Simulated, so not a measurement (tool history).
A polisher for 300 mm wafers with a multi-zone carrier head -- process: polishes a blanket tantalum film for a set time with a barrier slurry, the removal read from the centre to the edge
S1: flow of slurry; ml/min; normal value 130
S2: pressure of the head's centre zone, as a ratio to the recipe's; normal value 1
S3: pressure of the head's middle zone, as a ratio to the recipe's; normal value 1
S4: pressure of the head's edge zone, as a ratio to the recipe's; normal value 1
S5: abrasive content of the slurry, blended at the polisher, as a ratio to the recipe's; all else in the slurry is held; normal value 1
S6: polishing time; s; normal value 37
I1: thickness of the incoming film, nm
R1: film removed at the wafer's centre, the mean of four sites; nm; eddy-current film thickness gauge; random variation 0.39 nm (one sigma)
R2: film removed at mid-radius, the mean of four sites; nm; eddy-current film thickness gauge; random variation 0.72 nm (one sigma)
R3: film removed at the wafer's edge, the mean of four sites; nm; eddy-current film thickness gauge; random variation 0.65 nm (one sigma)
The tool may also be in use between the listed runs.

{"run": 1, "hour": 0.0, "S1": 130, "S2": 1, "S3": 0.93, "S4": 1, "S5": 1, "S6": 37, "I1": 251.5, "R1": 53.8, "R2": 47.7, "R3": 49.3}
{"hour": 8.5, "done": "centre zone pressure recalibrated"}
{"run": 2, "hour": 36.0, "S1": 130, "S2": 1, "S3": 0.93, "S4": 1, "S5": 1, "S6": 37, "I1": 253.6, "R1": 58.1, "R2": 47.7, "R3": 48}
{"hour": 55.0, "done": "worn pad replaced by a new one"}
{"run": 3, "hour": 57.5, "S1": 130, "S2": 1, "S3": 1.09, "S4": 1, "S5": 1, "S6": 37, "I1": 249.4, "R1": 57.7, "R2": 54.2, "R3": 47.8}
{"run": 4, "hour": 81.2, "S1": 130, "S2": 1, "S3": 1.09, "S4": 1, "S5": 1, "S6": 37, "I1": 251.6, "R1": 57.6, "R2": 55, "R3": 48.5}
{"run": 5, "hour": 116.6, "S1": 130, "S2": 1, "S3": 1, "S4": 1, "S5": 1, "S6": 37, "I1": 249, "R1": 57.4, "R2": 51.5, "R3": 48.6}
{"run": 6, "hour": 144.1, "S1": 130, "S2": 1, "S3": 1, "S4": 1, "S5": 1, "S6": 37, "I1": 248.9, "R1": 57.8, "R2": 51.6, "R3": 48.9}
{"run": 7, "hour": 170.3, "S1": 130, "S2": 1.05, "S3": 1.03, "S4": 1, "S5": 1, "S6": 37, "I1": 246.8, "R1": 61.1, "R2": 52.4, "R3": 47.9}
{"hour": 190.1, "done": "centre zone pressure recalibrated, repeated, since the last time left the tool worse"}
{"run": 8, "hour": 191.3, "S1": 165, "S2": 0.96, "S3": 1, "S4": 1, "S5": 0.8, "S6": 48, "I1": 253.2, "R1": 61.3, "R2": 66.3, "R3": 61.4}
{"hour": 205.6, "done": "worn pad replaced by a new one"}
{"hour": 222.3, "done": "edge zone pressure recalibrated"}
{"run": 9, "hour": 223.5, "S1": 130, "S2": 1, "S3": 1, "S4": 0.88, "S5": 1.25, "S6": 37, "I1": 252.6, "R1": 53.3, "R2": 54.2, "R3": 50}
{"run": 10, "hour": 247.4, "S1": 130, "S2": 1, "S3": 1, "S4": 1, "S5": 1, "S6": 37, "I1": 245.8, "R1": 50.6, "R2": 52.1, "R3": 47.9}
{"run": 11, "hour": 265.9, "S1": 130, "S2": 1, "S3": 1, "S4": 1.1, "S5": 1.25, "S6": 37, "I1": 254.2, "R1": 53.7, "R2": 53.7, "R3": 54.3}
{"hour": 279.5, "done": "slurry nozzle cleaned"}
{"run": 12, "hour": 288.6, "S1": 130, "S2": 1, "S3": 1, "S4": 1, "S5": 1, "S6": 37, "I1": 249.1, "R1": 50.7, "R2": 52, "R3": 49.6}
{"run": 13, "hour": 310.4, "S1": 130, "S2": 1, "S3": 1, "S4": 1, "S5": 1, "S6": 37, "I1": 250.5, "R1": 50.8, "R2": 51.8, "R3": 48.2}
{"run": 14, "hour": 339.5, "S1": 150, "S2": 0.96, "S3": 1.06, "S4": 1, "S5": 1.2, "S6": 37, "I1": 247.2, "R1": 53.8, "R2": 57.6, "R3": 52.2}
{"hour": 361.7, "done": "worn pad replaced by a new one"}
{"hour": 375.3, "done": "carrier head's membrane replaced by a new one"}
{"run": 15, "hour": 375.8, "S1": 130, "S2": 1.04, "S3": 1, "S4": 1, "S5": 1, "S6": 37, "I1": 250.7, "R1": 52.8, "R2": 51.5, "R3": 49.1}
{"run": 16, "hour": 399.6, "S1": 175, "S2": 1, "S3": 1.1, "S4": 1, "S5": 1, "S6": 37, "I1": 247.3, "R1": 54.7, "R2": 59.3, "R3": 50.1}
{"run": 17, "hour": 423.8, "S1": 130, "S2": 1, "S3": 1, "S4": 1, "S5": 1, "S6": 37, "I1": 247.6, "R1": 51.2, "R2": 52.5, "R3": 48.3}
{"run": 18, "hour": 438.4, "S1": 130, "S2": 1, "S3": 1.08, "S4": 1.09, "S5": 1, "S6": 37, "I1": 252.3, "R1": 51.6, "R2": 55, "R3": 50.7}
{"hour": 509.9, "done": "worn pad replaced by a new one"}
{"run": 19, "hour": 523.5, "S1": 130, "S2": 1.12, "S3": 1, "S4": 1.04, "S5": 1, "S6": 37, "I1": 247, "R1": 58.7, "R2": 50.9, "R3": 49}
{"run": 20, "hour": 545.8, "S1": 130, "S2": 0.88, "S3": 1, "S4": 1.05, "S5": 1, "S6": 43, "I1": 250.4, "R1": 52.5, "R2": 59.8, "R3": 58.7}
{"run": 21, "hour": 568.5, "S1": 165, "S2": 1, "S3": 1.07, "S4": 1, "S5": 1, "S6": 37, "I1": 253.5, "R1": 54.7, "R2": 58, "R3": 50.4}

Below are 4 alternative next runs, each starting from the tool's condition after run 21. Predict each:
{"run": "A", "hour": 568.9, "S1": 130, "S2": 1, "S3": 1, "S4": 1, "S5": 1, "S6": 37, "I1": 250.8, "R1": "?", "R2": "?", "R3": "?"}
{"run": "B", "hour": 568.9, "S1": 130, "S2": 1, "S3": 0.96, "S4": 1, "S5": 1, "S6": 37, "I1": 250.8, "R1": "?", "R2": "?", "R3": "?"}
{"run": "C", "hour": 568.9, "S1": 130, "S2": 0.96, "S3": 1, "S4": 1, "S5": 0.85, "S6": 37, "I1": 250.8, "R1": "?", "R2": "?", "R3": "?"}
{"run": "D", "hour": 568.9, "S1": 130, "S2": 1.09, "S3": 1, "S4": 1, "S5": 0.8, "S6": 29, "I1": 250.8, "R1": "?", "R2": "?", "R3": "?"}

run=A R1=51.5 R2=50.9 R3=48.5
run=B R1=51.5 R2=49.2 R3=48.6
run=C R1=47.2 R2=48.6 R3=46.3
run=D R1=41.3 R2=37.4 R3=35.7
With no hidden state in the tool, these same runs would have given:
run=A R1=50 R2=50.9 R3=48.5
run=B R1=50 R2=49.2 R3=48.6
run=C R1=45.8 R2=48.6 R3=46.3
run=D R1=40.1 R2=37.4 R3=35.7
